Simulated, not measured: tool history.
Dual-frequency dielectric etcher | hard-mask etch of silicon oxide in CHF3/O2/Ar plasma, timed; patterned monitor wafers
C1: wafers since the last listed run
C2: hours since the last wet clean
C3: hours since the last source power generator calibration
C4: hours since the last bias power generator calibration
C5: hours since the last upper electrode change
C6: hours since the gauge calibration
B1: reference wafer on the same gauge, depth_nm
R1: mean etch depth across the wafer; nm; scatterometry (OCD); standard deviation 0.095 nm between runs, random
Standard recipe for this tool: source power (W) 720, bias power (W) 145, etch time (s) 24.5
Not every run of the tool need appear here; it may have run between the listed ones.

{"run": 1, "hour": 0.0, "source power (W)": 720, "bias power (W)": 145, "etch time (s)": 24.5, "C1": 0, "C2": 532.3, "C3": 1785.8, "C4": 2799.2, "C5": 3637.8, "C6": 304.4, "B1": 40.59, "R1": 44.64}
{"hour": 7.1, "done": "bias power generator calibrated"}
{"run": 2, "hour": 7.6, "source power (W)": 720, "bias power (W)": 129, "etch time (s)": 24.5, "C1": 49, "C2": 539.9, "C3": 1793.4, "C4": 0.5, "C5": 3645.4, "C6": 312, "B1": 40.61, "R1": 42.04}
{"run": 3, "hour": 24.9, "source power (W)": 720, "bias power (W)": 129, "etch time (s)": 24.5, "C1": 237, "C2": 557.2, "C3": 1810.7, "C4": 17.8, "C5": 3662.7, "C6": 329.3, "B1": 40.6, "R1": 42.12}
{"run": 4, "hour": 39.5, "source power (W)": 720, "bias power (W)": 129, "etch time (s)": 24.5, "C1": 200, "C2": 571.8, "C3": 1825.3, "C4": 32.4, "C5": 3677.3, "C6": 343.9, "B1": 40.6, "R1": 42.13}
{"run": 5, "hour": 50.6, "source power (W)": 720, "bias power (W)": 132, "etch time (s)": 26.5, "C1": 152, "C2": 582.9, "C3": 1836.4, "C4": 43.5, "C5": 3688.4, "C6": 355, "B1": 40.62, "R1": 46.05}
{"run": 6, "hour": 56.7, "source power (W)": 720, "bias power (W)": 132, "etch time (s)": 26.5, "C1": 83, "C2": 589, "C3": 1842.5, "C4": 49.6, "C5": 3694.5, "C6": 361.1, "B1": 40.61, "R1": 45.91}
{"hour": 58.3, "done": "gauge calibrated"}
{"run": 7, "hour": 64.2, "source power (W)": 720, "bias power (W)": 132, "etch time (s)": 26.5, "C1": 102, "C2": 596.5, "C3": 1850, "C4": 57.1, "C5": 3702, "C6": 5.9, "B1": 40.59, "R1": 46.11}
{"run": 8, "hour": 72.8, "source power (W)": 630, "bias power (W)": 145, "etch time (s)": 24.5, "C1": 118, "C2": 605.1, "C3": 1858.6, "C4": 65.7, "C5": 3710.6, "C6": 14.5, "B1": 40.6, "R1": 40.99}
{"run": 9, "hour": 85.4, "source power (W)": 630, "bias power (W)": 145, "etch time (s)": 24.5, "C1": 172, "C2": 617.7, "C3": 1871.2, "C4": 78.3, "C5": 3723.2, "C6": 27.1, "B1": 40.58, "R1": 40.88}
{"hour": 111.3, "done": "upper electrode replaced"}
{"run": 10, "hour": 116.2, "source power (W)": 720, "bias power (W)": 145, "etch time (s)": 24.5, "C1": 93, "C2": 648.5, "C3": 1902, "C4": 109.1, "C5": 4.9, "C6": 57.9, "B1": 40.61, "R1": 44.68}
{"hour": 125.1, "done": "source power generator calibrated"}
{"run": 11, "hour": 128.7, "source power (W)": 660, "bias power (W)": 145, "etch time (s)": 22, "C1": 116, "C2": 661, "C3": 3.6, "C4": 121.6, "C5": 17.4, "C6": 70.4, "B1": 40.61, "R1": 39.51}
{"run": 12, "hour": 136.7, "source power (W)": 860, "bias power (W)": 136, "etch time (s)": 28.5, "C1": 109, "C2": 669, "C3": 11.6, "C4": 129.6, "C5": 25.4, "C6": 78.4, "B1": 40.59, "R1": 58.17}
{"run": 13, "hour": 151.4, "source power (W)": 720, "bias power (W)": 132, "etch time (s)": 26.5, "C1": 201, "C2": 683.7, "C3": 26.3, "C4": 144.3, "C5": 40.1, "C6": 93.1, "B1": 40.61, "R1": 47.91}
{"run": 14, "hour": 158.5, "source power (W)": 720, "bias power (W)": 178, "etch time (s)": 19.5, "C1": 97, "C2": 690.8, "C3": 33.4, "C4": 151.4, "C5": 47.2, "C6": 100.2, "B1": 40.59, "R1": 41.06}
{"run": 15, "hour": 164.9, "source power (W)": 660, "bias power (W)": 145, "etch time (s)": 22, "C1": 87, "C2": 697.2, "C3": 39.8, "C4": 157.8, "C5": 53.6, "C6": 106.6, "B1": 40.6, "R1": 39.56}
{"hour": 198.0, "done": "wet clean of the chamber"}
{"run": 16, "hour": 198.5, "source power (W)": 850, "bias power (W)": 174, "etch time (s)": 30, "C1": 131, "C2": 0.5, "C3": 73.4, "C4": 191.4, "C5": 87.2, "C6": 140.2, "B1": 40.58, "R1": 67.33}
{"run": 17, "hour": 198.8, "source power (W)": 570, "bias power (W)": 156, "etch time (s)": 19.5, "C1": 4, "C2": 0.8, "C3": 73.7, "C4": 191.7, "C5": 87.5, "C6": 140.5, "B1": 40.6, "R1": 32.06}
{"run": 18, "hour": 202.0, "source power (W)": 720, "bias power (W)": 112, "etch time (s)": 30.5, "C1": 43, "C2": 4, "C3": 76.9, "C4": 194.9, "C5": 90.7, "C6": 143.7, "B1": 40.59, "R1": 49.46}
{"run": 19, "hour": 214.4, "source power (W)": 720, "bias power (W)": 145, "etch time (s)": 24.5, "C1": 170, "C2": 16.4, "C3": 89.3, "C4": 207.3, "C5": 103.1, "C6": 156.1, "B1": 40.59, "R1": 45.55}
{"run": 20, "hour": 226.3, "source power (W)": 630, "bias power (W)": 167, "etch time (s)": 21, "C1": 163, "C2": 28.3, "C3": 101.2, "C4": 219.2, "C5": 115, "C6": 168, "B1": 40.57, "R1": 38.5}
{"run": 21, "hour": 238.4, "source power (W)": 720, "bias power (W)": 130, "etch time (s)": 27.5, "C1": 166, "C2": 40.4, "C3": 113.3, "C4": 231.3, "C5": 127.1, "C6": 180.1, "B1": 40.6, "R1": 48.32}
{"run": 22, "hour": 252.9, "source power (W)": 720, "bias power (W)": 173, "etch time (s)": 18, "C1": 199, "C2": 54.9, "C3": 127.8, "C4": 245.8, "C5": 141.6, "C6": 194.6, "B1": 40.6, "R1": 36.52}
{"run": 23, "hour": 263.7, "source power (W)": 720, "bias power (W)": 145, "etch time (s)": 24.5, "C1": 148, "C2": 65.7, "C3": 138.6, "C4": 256.6, "C5": 152.4, "C6": 205.4, "B1": 40.61, "R1": 45.58}
{"run": 24, "hour": 281.0, "source power (W)": 580, "bias power (W)": 114, "etch time (s)": 29, "C1": 237, "C2": 83, "C3": 155.9, "C4": 273.9, "C5": 169.7, "C6": 222.7, "B1": 40.61, "R1": 40.9}
{"run": 25, "hour": 288.0, "source power (W)": 800, "bias power (W)": 129, "etch time (s)": 20.5, "C1": 96, "C2": 90, "C3": 162.9, "C4": 280.9, "C5": 176.7, "C6": 229.7, "B1": 40.6, "R1": 38.38}
{"run": 26, "hour": 300.5, "source power (W)": 800, "bias power (W)": 136, "etch time (s)": 27, "C1": 171, "C2": 102.5, "C3": 175.4, "C4": 293.4, "C5": 189.2, "C6": 242.2, "B1": 40.6, "R1": 51.7}
{"run": 27, "hour": 317.8, "source power (W)": 820, "bias power (W)": 154, "etch time (s)": 24.5, "C1": 237, "C2": 119.8, "C3": 192.7, "C4": 310.7, "C5": 206.5, "C6": 259.5, "B1": 40.6, "R1": 50.73}
{"run": 28, "hour": 333.8, "source power (W)": 610, "bias power (W)": 162, "etch time (s)": 24.5, "C1": 219, "C2": 135.8, "C3": 208.7, "C4": 326.7, "C5": 222.5, "C6": 275.5, "B1": 40.6, "R1": 43.14}
{"run": 29, "hour": 341.2, "source power (W)": 550, "bias power (W)": 145, "etch time (s)": 24.5, "C1": 101, "C2": 143.2, "C3": 216.1, "C4": 334.1, "C5": 229.9, "C6": 282.9, "B1": 40.61, "R1": 38.04}
{"run": 30, "hour": 355.2, "source power (W)": 550, "bias power (W)": 160, "etch time (s)": 18.5, "C1": 192, "C2": 157.2, "C3": 230.1, "C4": 348.1, "C5": 243.9, "C6": 296.9, "B1": 40.59, "R1": 30.21}
{"run": 31, "hour": 368.4, "source power (W)": 570, "bias power (W)": 112, "etch time (s)": 19.5, "C1": 181, "C2": 170.4, "C3": 243.3, "C4": 361.3, "C5": 257.1, "C6": 310.1, "B1": 40.58, "R1": 26.96}

Give the tool's hidden conditions for every run:
bias power that arrives over what is set, %: 0 across all the runs
gauge reads high (%): 0 across all the runs
H1: etch rate over this chamber's usual, %
H2: source power that arrives over what is set, %
run=1 H1=1.83 H2=-5.01
run=2 H1=1.85 H2=-5.04
run=3 H1=1.92 H2=-5.09
run=4 H1=1.97 H2=-5.13
run=5 H1=2.01 H2=-5.16
run=6 H1=2.03 H2=-5.18
run=7 H1=2.06 H2=-5.2
run=8 H1=2.09 H2=-5.23
run=9 H1=2.14 H2=-5.27
run=10 H1=2.25 H2=-5.36
run=11 H1=2.29 H2=0.518
run=12 H1=2.32 H2=0.495
run=13 H1=2.38 H2=0.451
run=14 H1=2.4 H2=0.431
run=15 H1=2.43 H2=0.412
run=16 H1=0.272 H2=0.313
run=17 H1=0.273 H2=0.312
run=18 H1=0.285 H2=0.302
run=19 H1=0.33 H2=0.266
run=20 H1=0.373 H2=0.231
run=21 H1=0.417 H2=0.195
run=22 H1=0.47 H2=0.152
run=23 H1=0.509 H2=0.12
run=24 H1=0.572 H2=0.0692
run=25 H1=0.598 H2=0.0485
run=26 H1=0.643 H2=0.0117
run=27 H1=0.706 H2=-0.0394
run=28 H1=0.764 H2=-0.0866
run=29 H1=0.791 H2=-0.108
run=30 H1=0.842 H2=-0.15
run=31 H1=0.89 H2=-0.189
